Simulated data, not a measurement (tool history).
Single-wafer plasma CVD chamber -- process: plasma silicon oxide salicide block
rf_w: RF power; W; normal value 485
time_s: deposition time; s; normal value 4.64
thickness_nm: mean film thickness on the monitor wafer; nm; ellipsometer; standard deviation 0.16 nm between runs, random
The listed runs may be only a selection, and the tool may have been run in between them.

| run | hour | rf_w | time_s | wafers since the last listed run | hours since the last RF generator calibration | hours since the showerhead was replaced | hours since the gauge calibration | read-back reference wafer on the same gauge, thickness_nm | thickness_nm |
|---|---|---|---|---|---|---|---|---|---|
| 1 | 0.0 | 485 | 5.34 | 0 | 321.5 | 3928.0 | 808.1 | 46.795 | 51.142 |
| 2 | 25.9 | 485 | 4.64 | 708 | 347.4 | 3953.9 | 834.0 | 46.714 | 44.286 |
| 3 | 95.7 | 485 | 4.64 | 1910 | 417.2 | 4023.7 | 903.8 | 46.763 | 44.360 |
| 4 | 144.0 | 485 | 4.64 | 1321 | 465.5 | 4072.0 | 952.1 | 46.731 | 44.254 |
| 5 | 207.0 | 510 | 4.64 | 1723 | 528.5 | 4135.0 | 1015.1 | 46.756 | 44.788 |
| 6 | 272.3 | 510 | 4.64 | 1786 | 593.8 | 4200.3 | 1080.4 | 46.771 | 44.481 |
| 7 | 298.9 | 485 | 4.64 | 727 | 620.4 | 4226.9 | 1107.0 | 46.750 | 43.995 |
| 8 | 334.4 | 485 | 4.64 | 971 | 655.9 | 4262.4 | 1142.5 | 46.826 | 44.245 |
| 9 | 363.3 | 485 | 5.22 | 790 | 684.8 | 4291.3 | 1171.4 | 46.774 | 49.539 |
| 10 | 421.4 | 485 | 5.22 | 1589 | 742.9 | 4349.4 | 1229.5 | 46.753 | 49.040 |
| 11 | 461.1 | 485 | 4.64 | 1086 | 782.6 | 4389.1 | 1269.2 | 46.875 | 44.138 |
| 12 | 531.6 | 445 | 4.64 | 1929 | 853.1 | 4459.6 | 1339.7 | 46.782 | 42.545 |
| 13 | 578.0 | 415 | 5.23 | 1269 | 899.5 | 4506.0 | 1386.1 | 46.786 | 46.964 |
| 14 | 689.4 | 415 | 5.23 | 3048 | 1010.9 | 4617.4 | 1497.5 | 46.733 | 47.169 |
| 15 | 724.9 | 455 | 4.24 | 971 | 1046.4 | 4652.9 | 1533.0 | 46.817 | 38.994 |
| 16 | 762.9 | 485 | 4.64 | 1039 | 1084.4 | 4690.9 | 1571.0 | 46.843 | 43.587 |
| 17 | 819.2 | 420 | 3.96 | 1540 | 1140.7 | 4747.2 | 1627.3 | 46.803 | 35.452 |
|  | 837.4 | RF generator calibrated |
| 18 | 843.3 | 525 | 5.37 | 440 | 5.9 | 4771.3 | 1651.4 | 46.832 | 52.681 |
|  | 912.6 | showerhead replaced |
| 19 | 1046.6 | 440 | 5.50 | 5344 | 209.2 | 134.0 | 1854.7 | 46.816 | 50.950 |
| 20 | 1100.9 | 485 | 3.75 | 1485 | 263.5 | 188.3 | 1909.0 | 46.861 | 35.881 |
| 21 | 1126.6 | 485 | 4.64 | 703 | 289.2 | 214.0 | 1934.7 | 46.887 | 43.958 |
| 22 | 1164.4 | 485 | 4.64 | 1034 | 327.0 | 251.8 | 1972.5 | 46.781 | 44.249 |
|  | 1164.7 | gauge calibrated |
| 23 | 1375.7 | 400 | 5.35 | 5782 | 538.3 | 463.1 | 211.0 | 46.829 | 47.781 |
| 24 | 1432.1 | 485 | 5.34 | 1543 | 594.7 | 519.5 | 267.4 | 46.814 | 50.758 |
| 25 | 1487.7 | 415 | 5.32 | 1521 | 650.3 | 575.1 | 323.0 | 46.797 | 47.702 |
| 26 | 1540.3 | 485 | 4.64 | 1439 | 702.9 | 627.7 | 375.6 | 46.783 | 43.772 |
| 27 | 1605.2 | 430 | 5.12 | 1775 | 767.8 | 692.6 | 440.5 | 46.734 | 46.563 |
| 28 | 1635.3 | 440 | 3.84 | 823 | 797.9 | 722.7 | 470.6 | 46.779 | 34.944 |
| 29 | 1694.0 | 420 | 3.82 | 1606 | 856.6 | 781.4 | 529.3 | 46.787 | 34.430 |

Below, some changes in thickness_nm between adjacent runs. For each, the amount present without the hidden state too (settings, incoming material, random variation) and the amount remaining for the hidden state with gauge scatter not shared by both compared results:
Unlogged tool condition in this case: delivered RF power above the setpoint (%); gauge reads high (%).
Run 17 -> 18: rf_w 420 -> 525, time_s 3.96 -> 5.37, RF generator calibrated. thickness_nm +17.229 nm: hidden state +0.675, all else +16.554.
Run 19 -> 20: rf_w 440 -> 485, time_s 5.50 -> 3.75. thickness_nm -15.069 nm: hidden state +0.091, all else -15.160.
Run 22 -> 23: rf_w 485 -> 400, time_s 4.64 -> 5.35, gauge calibrated. thickness_nm +3.532 nm: hidden state -0.255, all else +3.787.

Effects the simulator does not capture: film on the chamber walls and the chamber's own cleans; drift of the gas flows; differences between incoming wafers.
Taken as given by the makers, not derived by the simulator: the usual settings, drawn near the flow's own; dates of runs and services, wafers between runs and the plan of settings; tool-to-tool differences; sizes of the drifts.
